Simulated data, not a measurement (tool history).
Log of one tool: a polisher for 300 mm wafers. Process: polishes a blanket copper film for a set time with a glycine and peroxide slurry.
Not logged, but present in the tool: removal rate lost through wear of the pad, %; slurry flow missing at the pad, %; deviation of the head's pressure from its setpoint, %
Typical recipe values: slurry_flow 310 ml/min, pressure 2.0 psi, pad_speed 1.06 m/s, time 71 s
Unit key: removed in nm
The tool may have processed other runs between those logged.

run,hour,slurry_flow,pressure,pad_speed,time,wafers since the last listed run,wafers polished on this pad,hours since the slurry nozzle was cleaned,hours since the head pressure was calibrated,"incoming thickness of the incoming film, nm",removed
1,0.0,260,2.0,1.06,71,0,943,257.1,525.4,1587.2,263.0
2,26.4,260,2.0,1.06,71,182,1126,283.5,551.8,1607.4,259.6
# hour 46.2: worn pad replaced by a new one
3,90.8,260,2.0,1.06,71,418,308,347.9,616.2,1590.6,256.6
4,152.3,310,2.5,1.06,71,426,735,409.4,677.7,1595.0,297.8
# hour 156.0: slurry nozzle cleaned
5,193.8,310,2.5,1.06,71,280,1016,37.8,719.2,1608.4,322.7
# hour 232.3: worn pad replaced by a new one
6,232.8,310,2.0,1.06,56,242,3,76.8,758.2,1593.8,217.1
7,291.3,310,2.0,1.06,71,405,409,135.3,816.7,1593.5,262.9
8,323.9,310,2.0,1.06,71,225,635,167.9,849.3,1598.3,263.6
9,383.8,310,2.0,1.06,89,415,1050,227.8,909.2,1587.3,321.7
10,426.7,310,2.0,1.06,71,297,1347,270.7,952.1,1578.5,259.2
# hour 451.3: worn pad replaced by a new one
# hour 478.4: slurry nozzle cleaned
11,496.5,395,2.0,0.82,61,449,306,18.1,1021.9,1578.2,201.3
12,531.1,265,1.4,1.06,82,239,545,52.7,1056.5,1611.7,226.3
# hour 568.3: head pressure recalibrated
13,591.4,245,2.0,1.06,71,404,950,113.0,23.1,1585.4,261.3
14,621.5,310,2.0,1.40,71,208,1158,143.1,53.2,1603.6,319.2
# hour 629.7: worn pad replaced by a new one
15,823.4,310,1.6,0.92,71,1371,1342,345.0,255.1,1593.5,195.7
# hour 837.7: worn pad replaced by a new one
16,858.7,310,2.2,0.88,71,216,145,380.3,290.4,1583.0,242.0
# hour 883.1: slurry nozzle cleaned
17,897.1,220,2.0,1.06,95,259,405,14.0,328.8,1591.9,350.0
18,927.7,310,2.0,1.16,96,212,617,44.6,359.4,1620.2,381.0
19,980.1,310,2.0,1.06,71,363,980,97.0,411.8,1577.4,269.7

Here are 3 independent what-if runs from the current tool condition. What would each one return?
A,980.5,310,2.0,1.06,71,2,983,97.4,412.2,1601.9,?
B,980.5,255,2.0,1.06,71,2,983,97.4,412.2,1601.9,?
C,980.5,310,2.0,1.06,49,2,983,97.4,412.2,1601.9,?

run,removed
A,259.2
B,253.2
C,178.9
Had the tool no hidden state, the same runs would have come out as:
run,removed
A,269.0
B,263.7
C,185.7
